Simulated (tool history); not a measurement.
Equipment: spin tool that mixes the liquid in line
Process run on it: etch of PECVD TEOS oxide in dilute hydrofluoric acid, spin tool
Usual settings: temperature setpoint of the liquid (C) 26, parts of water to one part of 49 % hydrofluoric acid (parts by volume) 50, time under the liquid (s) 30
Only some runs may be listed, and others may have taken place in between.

run   hour  temperature setpoint of the liquid (C)  parts of water to one part of 49 % hydrofluoric acid (parts by volume)  time under the liquid (s)  wafers since the last listed run  hours since the thermometer was replaced  hours since the hydrofluoric acid flow meter was replaced  hours since the gauge calibration  read-back film thickness of the PECVD TEOS oxide reference wafer, read on the same gauge (nm)  thickness taken off the PECVD TEOS oxide on a monitor wafer (Å)
  1      0                                      26                                                                      50                         30                                 0                                    2002.3                                                     1532.4                              215.8                                                                                         149.97                                                            129.7
  2   61.7                                      26                                                                      50                         30                               898                                      2064                                                     1594.1                              277.5                                                                                         149.97                                                            130.2
  3  107.1                                      26                                                                      50                         30                               660                                    2109.4                                                     1639.5                              322.9                                                                                         150.02                                                            129.2
  4  240.7                                      26                                                                      50                         30                              1945                                      2243                                                     1773.1                              456.5                                                                                         149.98                                                            128.4
  5  283.5                                      26                                                                      70                         30                               623                                    2285.8                                                     1815.9                              499.3                                                                                         149.97                                                               89
     290.9  -- thermometer replaced
     307.4  -- hydrofluoric acid flow meter replaced
     317.4  -- gauge calibrated
  6  338.6                                      26                                                                      70                         30                               773                                      47.7                                                       31.2                               21.2                                                                                         149.97                                                             96.2
  7  385.6                                      26                                                                      70                         30                               684                                      94.7                                                       78.2                               68.2                                                                                         150.05                                                               96
  8  427.3                                      26                                                                      50                         30                               607                                     136.4                                                      119.9                              109.9                                                                                         150.01                                                              139
  9  492.6                                      26                                                                      45                         30                               950                                     201.7                                                      185.2                              175.2                                                                                         149.99                                                            154.4
 10  559.8                                      26                                                                      50                         30                               978                                     268.9                                                      252.4                              242.4                                                                                         150.06                                                            138.3
 11    624                                    29.5                                                                      40                         20                               934                                     333.1                                                      316.6                              306.6                                                                                         149.99                                                            133.8
 12  687.6                                    27.5                                                                      50                         25                               925                                     396.7                                                      380.2                              370.2                                                                                         150.01                                                            121.2
 13  730.2                                      26                                                                      50                         30                               620                                     439.3                                                      422.8                              412.8                                                                                         149.97                                                            136.5

Run 14, settings as shown, results not yet in. Your forecast:
 14  756.9                                      26                                                                      40                         30                               388                                       466                                                      449.5                              439.5                                                                                              ?                                                                ?

Run 14 gave read-back film thickness of the PECVD TEOS oxide reference wafer, read on the same gauge (nm) 150.04, thickness taken off the PECVD TEOS oxide on a monitor wafer (Å) 173.4.
The same run, on a tool lacking any hidden state, would have yielded thickness taken off the PECVD TEOS oxide on a monitor wafer (Å) 178.3.
